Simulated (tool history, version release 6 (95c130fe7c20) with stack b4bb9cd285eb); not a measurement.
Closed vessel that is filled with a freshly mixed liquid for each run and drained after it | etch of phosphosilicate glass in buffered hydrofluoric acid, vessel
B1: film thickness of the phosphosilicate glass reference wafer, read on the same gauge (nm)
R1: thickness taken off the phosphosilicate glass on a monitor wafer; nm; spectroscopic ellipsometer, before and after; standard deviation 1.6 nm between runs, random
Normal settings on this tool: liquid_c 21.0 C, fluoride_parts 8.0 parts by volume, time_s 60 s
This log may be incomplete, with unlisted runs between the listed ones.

run 1 day=0.000 | liquid_c=21.0 fluoride_parts=8.0 time_s=60 | B1=139.94 | R1=284.21
run 2 day=4.188 | liquid_c=21.0 fluoride_parts=8.0 time_s=60 | B1=140.01 | R1=287.39
run 3 day=8.596 | liquid_c=21.0 fluoride_parts=8.0 time_s=60 | B1=140.07 | R1=286.01
run 4 day=11.808 | liquid_c=21.0 fluoride_parts=8.0 time_s=60 | B1=140.00 | R1=283.79
run 5 day=14.888 | liquid_c=21.0 fluoride_parts=8.0 time_s=60 | B1=140.06 | R1=284.12
-- day=15.833 gauge calibrated
run 6 day=16.512 | liquid_c=21.0 fluoride_parts=6.5 time_s=60 | B1=139.98 | R1=352.89
run 7 day=22.179 | liquid_c=21.0 fluoride_parts=8.0 time_s=60 | B1=139.93 | R1=289.16
-- day=22.725 thermometer replaced
run 8 day=25.233 | liquid_c=21.0 fluoride_parts=8.0 time_s=60 | B1=140.03 | R1=284.20
run 9 day=27.704 | liquid_c=21.0 fluoride_parts=9.0 time_s=45 | B1=140.05 | R1=187.53
run 10 day=31.188 | liquid_c=21.0 fluoride_parts=8.0 time_s=40 | B1=140.03 | R1=190.86
-- day=33.429 hydrofluoric acid flow meter replaced
run 11 day=34.917 | liquid_c=24.5 fluoride_parts=5.5 time_s=60 | B1=140.02 | R1=490.31
run 12 day=36.554 | liquid_c=18.0 fluoride_parts=10.0 time_s=50 | B1=139.98 | R1=165.04
run 13 day=40.571 | liquid_c=21.0 fluoride_parts=11.0 time_s=70 | B1=140.00 | R1=249.13
run 14 day=44.412 | liquid_c=21.0 fluoride_parts=8.0 time_s=60 | B1=140.07 | R1=286.02
run 15 day=47.121 | liquid_c=21.0 fluoride_parts=8.0 time_s=60 | B1=140.03 | R1=285.45
run 16 day=51.171 | liquid_c=21.0 fluoride_parts=8.0 time_s=60 | B1=140.02 | R1=284.76

5 options for the next run, each taken on its own from the tool as it stands now. Forecast them:
run A day=51.200 | liquid_c=21.0 fluoride_parts=8.0 time_s=60 | B1=? | R1=?
run B day=51.200 | liquid_c=17.0 fluoride_parts=10.0 time_s=80 | B1=? | R1=?
run C day=51.200 | liquid_c=23.0 fluoride_parts=10.0 time_s=80 | B1=? | R1=?
run D day=51.200 | liquid_c=25.5 fluoride_parts=10.0 time_s=35 | B1=? | R1=?
run E day=51.200 | liquid_c=21.0 fluoride_parts=8.0 time_s=35 | B1=? | R1=?

run=A B1=140.01 R1=284.45
run=B B1=140.01 R1=249.29
run=C B1=140.01 R1=348.83
run=D B1=140.01 R1=174.86
run=E B1=140.01 R1=165.93
Had the tool no hidden state, the same runs would have come out as:
run=A R1=284.45
run=B R1=249.29
run=C R1=348.83
run=D R1=174.86
run=E R1=165.93

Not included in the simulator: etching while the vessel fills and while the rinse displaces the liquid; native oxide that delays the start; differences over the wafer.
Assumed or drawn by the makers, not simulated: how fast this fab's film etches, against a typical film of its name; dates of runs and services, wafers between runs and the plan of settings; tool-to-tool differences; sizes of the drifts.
